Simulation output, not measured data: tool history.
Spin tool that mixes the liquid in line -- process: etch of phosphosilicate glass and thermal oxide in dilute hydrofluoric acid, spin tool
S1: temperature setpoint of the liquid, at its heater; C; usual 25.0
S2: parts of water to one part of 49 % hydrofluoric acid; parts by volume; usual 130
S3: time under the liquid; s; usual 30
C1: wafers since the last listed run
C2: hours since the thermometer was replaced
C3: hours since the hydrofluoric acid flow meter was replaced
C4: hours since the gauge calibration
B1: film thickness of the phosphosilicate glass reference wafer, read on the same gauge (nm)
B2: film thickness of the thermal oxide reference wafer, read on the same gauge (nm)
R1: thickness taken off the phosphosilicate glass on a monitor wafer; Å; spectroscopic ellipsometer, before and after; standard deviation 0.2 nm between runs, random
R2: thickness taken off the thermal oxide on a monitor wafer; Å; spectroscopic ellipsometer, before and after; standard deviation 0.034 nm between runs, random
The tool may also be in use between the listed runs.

| run | day | S1 | S2 | S3 | C1 | C2 | C3 | C4 | B1 | B2 | R1 | R2 |
|---|---|---|---|---|---|---|---|---|---|---|---|---|
| 1 | 0.000 | 28.5 | 130 | 20 | 0 | 711.9 | 1591.0 | 968.8 | 69.99 | 29.973 | 339.3 | 7.66 |
| 2 | 4.371 | 28.5 | 130 | 20 | 2125 | 816.8 | 1695.9 | 1073.7 | 70.04 | 30.021 | 335.0 | 7.68 |
| 3 | 7.546 | 25.0 | 130 | 30 | 1543 | 893.0 | 1772.1 | 1149.9 | 70.05 | 30.032 | 444.8 | 10.34 |
| 4 | 9.129 | 25.0 | 130 | 30 | 769 | 931.0 | 1810.1 | 1187.9 | 69.99 | 29.988 | 439.5 | 9.53 |
| 5 | 11.350 | 25.0 | 130 | 30 | 1079 | 984.3 | 1863.4 | 1241.2 | 69.99 | 30.013 | 441.2 | 10.13 |
| 6 | 14.196 | 25.0 | 130 | 30 | 1383 | 1052.6 | 1931.7 | 1309.5 | 70.02 | 29.992 | 439.8 | 10.13 |
| 7 | 16.725 | 25.0 | 130 | 30 | 1229 | 1113.3 | 1992.4 | 1370.2 | 69.99 | 30.018 | 438.3 | 10.79 |
| 8 | 19.783 | 25.0 | 130 | 30 | 1487 | 1186.7 | 2065.8 | 1443.6 | 70.00 | 30.033 | 438.0 | 10.24 |
| 9 | 24.188 | 25.0 | 130 | 30 | 2141 | 1292.4 | 2171.5 | 1549.3 | 69.99 | 30.007 | 437.9 | 10.16 |
| 10 | 28.350 | 25.0 | 130 | 30 | 2023 | 1392.3 | 2271.4 | 1649.2 | 70.03 | 30.009 | 435.0 | 10.25 |
|  | 28.500 | gauge calibrated |
| 11 | 31.700 | 25.0 | 130 | 30 | 1628 | 1472.7 | 2351.8 | 76.8 | 69.99 | 29.978 | 432.6 | 10.12 |
| 12 | 34.075 | 25.0 | 130 | 30 | 1154 | 1529.7 | 2408.8 | 133.8 | 69.99 | 30.031 | 431.2 | 10.12 |
| 13 | 35.712 | 25.0 | 165 | 15 | 796 | 1569.0 | 2448.1 | 173.1 | 70.00 | 30.020 | 164.7 | 3.71 |
|  | 38.279 | hydrofluoric acid flow meter replaced |
| 14 | 46.750 | 29.0 | 160 | 30 | 5346 | 1833.9 | 203.3 | 438.0 | 69.99 | 29.991 | 420.8 | 9.45 |
| 15 | 51.196 | 22.0 | 130 | 30 | 2161 | 1940.6 | 310.0 | 544.7 | 70.02 | 29.989 | 411.7 | 9.64 |
|  | 53.671 | thermometer replaced |
| 16 | 55.383 | 25.0 | 130 | 30 | 2015 | 41.1 | 410.5 | 645.2 | 70.05 | 29.995 | 460.5 | 10.31 |
| 17 | 59.538 | 25.0 | 130 | 30 | 2019 | 140.8 | 510.2 | 744.9 | 70.02 | 29.977 | 458.6 | 10.99 |
| 18 | 63.458 | 27.0 | 130 | 30 | 1906 | 234.9 | 604.3 | 839.0 | 69.98 | 29.987 | 494.6 | 11.47 |
| 19 | 66.800 | 25.0 | 110 | 15 | 1624 | 315.1 | 684.5 | 919.2 | 69.97 | 29.994 | 277.0 | 6.23 |
| 20 | 68.438 | 28.5 | 95 | 15 | 796 | 354.4 | 723.8 | 958.5 | 69.98 | 30.010 | 372.2 | 8.88 |
| 21 | 70.112 | 23.5 | 150 | 25 | 814 | 394.6 | 764.0 | 998.7 | 70.00 | 30.009 | 303.6 | 6.74 |

Consider 4 possible next runs. They are alternatives, not a sequence: every one starts from the tool as it was left by run 21. What does each give?
| A | 70.129 | 28.5 | 130 | 30 | 8 | 395.0 | 764.4 | 999.1 | ? | ? | ? | ? |
| B | 70.129 | 28.0 | 130 | 30 | 8 | 395.0 | 764.4 | 999.1 | ? | ? | ? | ? |
| C | 70.129 | 22.0 | 85 | 30 | 8 | 395.0 | 764.4 | 999.1 | ? | ? | ? | ? |
| D | 70.129 | 25.0 | 130 | 40 | 8 | 395.0 | 764.4 | 999.1 | ? | ? | ? | ? |

| run | B1 | B2 | R1 | R2 |
|---|---|---|---|---|
| A | 69.99 | 29.975 | 518.7 | 12.27 |
| B | 69.99 | 29.975 | 509.2 | 12.04 |
| C | 69.99 | 29.975 | 652.6 | 15.44 |
| D | 69.99 | 29.975 | 606.2 | 14.34 |
With no hidden state in the tool, these same runs would have given:
| run | R1 | R2 |
|---|---|---|
| A | 533.4 | 12.62 |
| B | 523.6 | 12.39 |
| C | 670.0 | 15.85 |
| D | 623.2 | 14.74 |
